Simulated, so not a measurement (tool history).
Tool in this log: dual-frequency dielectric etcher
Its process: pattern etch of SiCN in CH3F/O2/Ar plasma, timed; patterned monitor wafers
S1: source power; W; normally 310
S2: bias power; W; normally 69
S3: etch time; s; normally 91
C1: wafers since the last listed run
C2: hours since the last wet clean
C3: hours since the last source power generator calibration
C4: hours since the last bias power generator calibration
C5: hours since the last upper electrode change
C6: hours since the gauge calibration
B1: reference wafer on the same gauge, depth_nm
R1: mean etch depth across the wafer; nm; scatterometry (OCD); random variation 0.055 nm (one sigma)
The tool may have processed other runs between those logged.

run	day	S1	S2	S3	C1	C2	C3	C4	C5	C6	B1	R1
1	0	310	82	91	0	459.1	353.7	2179.3	1776.7	2438.7	26.02	28.37
2	4.275	310	69	91	1487	561.7	456.3	2281.9	1879.3	2541.3	25.99	26.8
3	6.35	310	69	91	721	611.5	506.1	2331.7	1929.1	2591.1	26	26.94
# day 8.646: wet clean of the chamber
4	9	310	69	91	573	8.5	569.7	2395.3	1992.7	2654.7	26.01	28.7
5	11.404	310	69	91	836	66.2	627.4	2453	2050.4	2712.4	26.01	28.78
6	13.138	280	69	91	602	107.8	669	2494.6	2092	2754	26.01	27.09
7	17.333	280	69	91	1459	208.5	769.7	2595.3	2192.7	2854.7	25.99	26.99
8	20.383	310	69	91	1061	281.7	842.9	2668.5	2265.9	2927.9	25.99	28.47
9	23.646	310	69	91	1134	360	921.2	2746.8	2344.2	3006.2	26	28.38
10	26.829	310	60	91	1107	436.4	997.6	2823.2	2420.6	3082.6	25.99	27.41
# day 32.475: wet clean of the chamber, repeated, since the last time left the tool worse
11	34.933	310	69	117.5	2471	59	1192.1	3017.7	2615.1	3277.1	25.99	35.33
# day 35.292: gauge calibrated
12	36.775	310	69	91	640	103.2	1236.3	3061.9	2659.3	35.6	26.01	27.47
13	39.062	310	63	91	795	158.1	1291.2	3116.8	2714.2	90.5	26.01	26.73
14	42.692	340	83	100	1262	245.2	1378.3	3203.9	2801.3	177.6	26.01	33.23
# day 44.146: bias power generator calibrated
# day 44.362: upper electrode replaced
15	45.633	260	69	71	888	315.8	1448.9	35.7	30.5	248.2	26	19.13
16	49.108	310	69	91	1208	399.2	1532.3	119.1	113.9	331.6	26.01	27
17	53.217	310	69	108	1429	497.8	1630.9	217.7	212.5	430.2	25.98	31.99
18	55.392	310	69	91	756	550	1683.1	269.9	264.7	482.4	25.99	27
19	58.742	380	69	91	1165	630.4	1763.5	350.3	345.1	562.8	25.99	30
# day 59.246: source power generator calibrated
# day 59.842: wet clean of the chamber
20	61.542	370	78	101.5	709	40.8	55.1	417.5	412.3	630	26.01	34.96

Run 21 comes next. What will it give?
21	65.654	270	83	78	1430	139.5	153.8	516.2	511	728.7	?	?

B1: 25.99
R1: 22.74 nm
Had the tool carried no hidden state, the very same run would have given R1 22.84 nm.

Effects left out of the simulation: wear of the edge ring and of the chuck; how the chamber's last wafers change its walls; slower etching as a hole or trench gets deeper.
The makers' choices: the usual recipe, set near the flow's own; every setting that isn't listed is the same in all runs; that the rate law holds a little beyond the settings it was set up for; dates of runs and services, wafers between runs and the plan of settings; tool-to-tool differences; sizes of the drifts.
